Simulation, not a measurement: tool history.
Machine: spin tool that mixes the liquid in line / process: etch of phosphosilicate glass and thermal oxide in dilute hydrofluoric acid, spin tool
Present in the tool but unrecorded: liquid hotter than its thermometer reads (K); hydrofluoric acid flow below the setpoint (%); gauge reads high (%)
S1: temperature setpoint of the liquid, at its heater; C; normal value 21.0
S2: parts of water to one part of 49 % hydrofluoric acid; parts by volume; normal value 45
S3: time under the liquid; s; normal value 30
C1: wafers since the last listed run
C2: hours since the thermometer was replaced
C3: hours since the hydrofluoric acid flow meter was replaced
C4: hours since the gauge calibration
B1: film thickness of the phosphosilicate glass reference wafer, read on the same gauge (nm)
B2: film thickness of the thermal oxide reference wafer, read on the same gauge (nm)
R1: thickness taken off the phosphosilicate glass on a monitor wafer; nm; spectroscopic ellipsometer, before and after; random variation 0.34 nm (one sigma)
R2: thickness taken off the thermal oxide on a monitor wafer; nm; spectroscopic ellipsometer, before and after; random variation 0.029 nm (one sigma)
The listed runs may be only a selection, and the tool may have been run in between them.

run,hour,S1,S2,S3,C1,C2,C3,C4,B1,B2,R1,R2
1,0.0,17.5,45,30,0,1012.0,2024.2,572.1,141.95,30.339,57.15,2.363
2,49.4,21.0,45,30,569,1061.4,2073.6,621.5,142.03,30.432,66.20,2.729
3,81.7,21.0,45,30,372,1093.7,2105.9,653.8,142.11,30.454,66.59,2.809
4,134.5,21.0,45,30,609,1146.5,2158.7,706.6,142.14,30.442,66.04,2.783
5,192.3,21.0,45,30,666,1204.3,2216.5,764.4,142.22,30.514,66.36,2.806
6,216.5,21.0,45,40,279,1228.5,2240.7,788.6,142.21,30.475,88.29,3.717
7,246.4,21.0,45,30,344,1258.4,2270.6,818.5,142.26,30.461,66.17,2.796
8,313.2,21.0,45,30,770,1325.2,2337.4,885.3,142.31,30.427,67.29,2.827
9,343.6,21.0,45,30,350,1355.6,2367.8,915.7,142.36,30.480,66.43,2.806
# hour 428.6: hydrofluoric acid flow meter replaced
# hour 475.5: gauge calibrated
10,510.3,21.0,45,30,1911,1522.3,81.7,34.8,140.36,30.100,66.05,2.798
11,547.5,21.0,45,30,429,1559.5,118.9,72.0,140.65,30.125,65.93,2.794
12,585.2,21.0,40,30,434,1597.2,156.6,109.7,140.91,30.205,75.35,3.166
13,657.0,21.0,45,35,828,1669.0,228.4,181.5,141.31,30.284,77.41,3.275
14,687.6,19.5,45,30,352,1699.6,259.0,212.1,141.41,30.260,62.22,2.639
15,798.3,18.5,35,30,1276,1810.3,369.7,322.8,141.90,30.384,77.38,3.335
# hour 817.5: thermometer replaced
16,845.5,21.0,45,20,532,28.0,416.9,370.0,142.03,30.405,44.56,1.876
17,901.9,25.0,45,45,650,84.4,473.3,426.4,142.17,30.448,117.89,5.012
18,944.2,21.0,45,30,487,126.7,515.6,468.7,142.28,30.461,66.56,2.818
19,1010.2,21.0,45,30,761,192.7,581.6,534.7,142.50,30.494,66.52,2.821
20,1046.4,23.0,40,30,417,228.9,617.8,570.9,142.52,30.551,82.65,3.431
21,1116.1,22.5,45,30,803,298.6,687.5,640.6,142.70,30.585,71.39,3.044

5 options for the next run, each taken on its own from the tool as it stands now. Forecast them:
A,1116.5,21.0,30,30,4,299.0,687.9,641.0,?,?,?,?
B,1116.5,21.0,30,40,4,299.0,687.9,641.0,?,?,?,?
C,1116.5,24.0,50,20,4,299.0,687.9,641.0,?,?,?,?
D,1116.5,23.5,30,15,4,299.0,687.9,641.0,?,?,?,?
E,1116.5,18.0,30,30,4,299.0,687.9,641.0,?,?,?,?

run,B1,B2,R1,R2
A,142.68,30.551,101.70,4.291
B,142.68,30.551,135.60,5.722
C,142.68,30.551,44.96,1.897
D,142.68,30.551,56.53,2.385
E,142.68,30.551,89.32,3.769
The same runs, with their run-to-run variation unchanged, on a tool lacking any hidden condition would have given:
run,R1,R2
A,99.80,4.211
B,133.06,5.615
C,44.12,1.862
D,55.48,2.341
E,87.65,3.698
